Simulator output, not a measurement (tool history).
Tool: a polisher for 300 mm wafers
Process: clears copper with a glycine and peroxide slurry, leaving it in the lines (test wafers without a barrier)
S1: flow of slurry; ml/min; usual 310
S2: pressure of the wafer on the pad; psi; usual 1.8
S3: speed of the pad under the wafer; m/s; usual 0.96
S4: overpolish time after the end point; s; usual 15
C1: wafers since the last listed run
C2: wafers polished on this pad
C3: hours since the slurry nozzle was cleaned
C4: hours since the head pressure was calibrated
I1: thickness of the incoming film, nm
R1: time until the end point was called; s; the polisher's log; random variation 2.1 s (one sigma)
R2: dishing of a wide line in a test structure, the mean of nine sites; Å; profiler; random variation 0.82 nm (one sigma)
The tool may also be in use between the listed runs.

{"run": 1, "hour": 0.0, "S1": 310, "S2": 1.8, "S3": 0.96, "S4": 15, "C1": 0, "C2": 410, "C3": 376.9, "C4": 159.4, "I1": 539.8, "R1": 155, "R2": 349}
{"run": 2, "hour": 23.0, "S1": 310, "S2": 1.8, "S3": 0.88, "S4": 15, "C1": 159, "C2": 570, "C3": 399.9, "C4": 182.4, "I1": 537.4, "R1": 161.9, "R2": 327}
{"run": 3, "hour": 58.5, "S1": 375, "S2": 1.8, "S3": 0.96, "S4": 18, "C1": 245, "C2": 816, "C3": 435.4, "C4": 217.9, "I1": 536.6, "R1": 155.3, "R2": 420}
{"hour": 64.5, "done": "worn pad replaced by a new one"}
{"run": 4, "hour": 93.3, "S1": 375, "S2": 1.8, "S3": 0.96, "S4": 18, "C1": 213, "C2": 199, "C3": 470.2, "C4": 252.7, "I1": 541.5, "R1": 146, "R2": 413}
{"run": 5, "hour": 115.9, "S1": 375, "S2": 1.8, "S3": 0.96, "S4": 18, "C1": 156, "C2": 356, "C3": 492.8, "C4": 275.3, "I1": 537.9, "R1": 150, "R2": 423}
{"run": 6, "hour": 145.0, "S1": 310, "S2": 1.7, "S3": 0.96, "S4": 15, "C1": 201, "C2": 558, "C3": 521.9, "C4": 304.4, "I1": 539, "R1": 164.7, "R2": 341}
{"run": 7, "hour": 169.6, "S1": 310, "S2": 1.8, "S3": 0.96, "S4": 15, "C1": 170, "C2": 728, "C3": 546.5, "C4": 329, "I1": 537, "R1": 158.3, "R2": 356}
{"run": 8, "hour": 198.3, "S1": 310, "S2": 1.8, "S3": 0.96, "S4": 15, "C1": 198, "C2": 927, "C3": 575.2, "C4": 357.7, "I1": 535.6, "R1": 154.7, "R2": 336}
{"hour": 210.8, "done": "worn pad replaced by a new one"}
{"run": 9, "hour": 227.5, "S1": 310, "S2": 2, "S3": 0.96, "S4": 15, "C1": 174, "C2": 115, "C3": 604.4, "C4": 386.9, "I1": 539.8, "R1": 138.2, "R2": 378}
{"hour": 256.3, "done": "slurry nozzle cleaned"}
{"run": 10, "hour": 256.8, "S1": 310, "S2": 1.5, "S3": 0.96, "S4": 8, "C1": 196, "C2": 312, "C3": 0.5, "C4": 416.2, "I1": 535.4, "R1": 169.1, "R2": 184}
{"run": 11, "hour": 275.7, "S1": 310, "S2": 1.8, "S3": 0.96, "S4": 15, "C1": 130, "C2": 442, "C3": 19.4, "C4": 435.1, "I1": 540.5, "R1": 149.9, "R2": 362}
{"hour": 291.1, "done": "head pressure recalibrated"}
{"run": 12, "hour": 299.5, "S1": 310, "S2": 2.1, "S3": 0.96, "S4": 15, "C1": 151, "C2": 594, "C3": 43.2, "C4": 8.4, "I1": 533.9, "R1": 135.6, "R2": 380}
{"run": 13, "hour": 322.0, "S1": 410, "S2": 1.8, "S3": 0.74, "S4": 9, "C1": 155, "C2": 749, "C3": 65.7, "C4": 30.9, "I1": 548.2, "R1": 179.9, "R2": 193}
{"hour": 348.0, "done": "worn pad replaced by a new one"}
{"run": 14, "hour": 356.3, "S1": 310, "S2": 1.8, "S3": 0.68, "S4": 11, "C1": 209, "C2": 57, "C3": 100, "C4": 65.2, "I1": 541.7, "R1": 183.5, "R2": 229}
{"run": 15, "hour": 387.5, "S1": 310, "S2": 1.8, "S3": 0.96, "S4": 15, "C1": 216, "C2": 273, "C3": 131.2, "C4": 96.4, "I1": 537.3, "R1": 147.5, "R2": 371}
{"run": 16, "hour": 415.3, "S1": 410, "S2": 2.1, "S3": 0.96, "S4": 9, "C1": 192, "C2": 466, "C3": 159, "C4": 124.2, "I1": 534.5, "R1": 134.1, "R2": 254}

How the hidden state differs across the entries between the runs, from the last listed run before each to the first after it:
Between runs 3 and 4: worn pad replaced by a new one (hour 64.5)
  removal rate lost through wear of the pad, %: 8.2 -> 4.73
  measured less the result without the state, R1: +12.8 -> +6.9 s; R2: -31 -> -17 Å
Between runs 8 and 9: worn pad replaced by a new one (hour 210.8)
  removal rate lost through wear of the pad, %: 8.46 -> 2.55
  measured less the result without the state, R1: +13.1 -> +3.5 s; R2: -27 -> -8 Å
Between runs 9 and 10: slurry nozzle cleaned (hour 256.3)
  removal rate lost through wear of the pad, %: 2.55 -> 5.16
  measured less the result without the state, R1: +3.5 -> +8.7 s; R2: -8 -> -10 Å
Between runs 11 and 12: head pressure recalibrated (hour 291.1)
  removal rate lost through wear of the pad, %: 6.13 -> 6.89
  measured less the result without the state, R1: +9.2 -> +9.3 s; R2: -20 -> -23 Å
Between runs 13 and 14: worn pad replaced by a new one (hour 348)
  removal rate lost through wear of the pad, %: 7.32 -> 1.4
  measured less the result without the state, R1: +13.1 -> +2.6 s; R2: -14 -> -3 Å
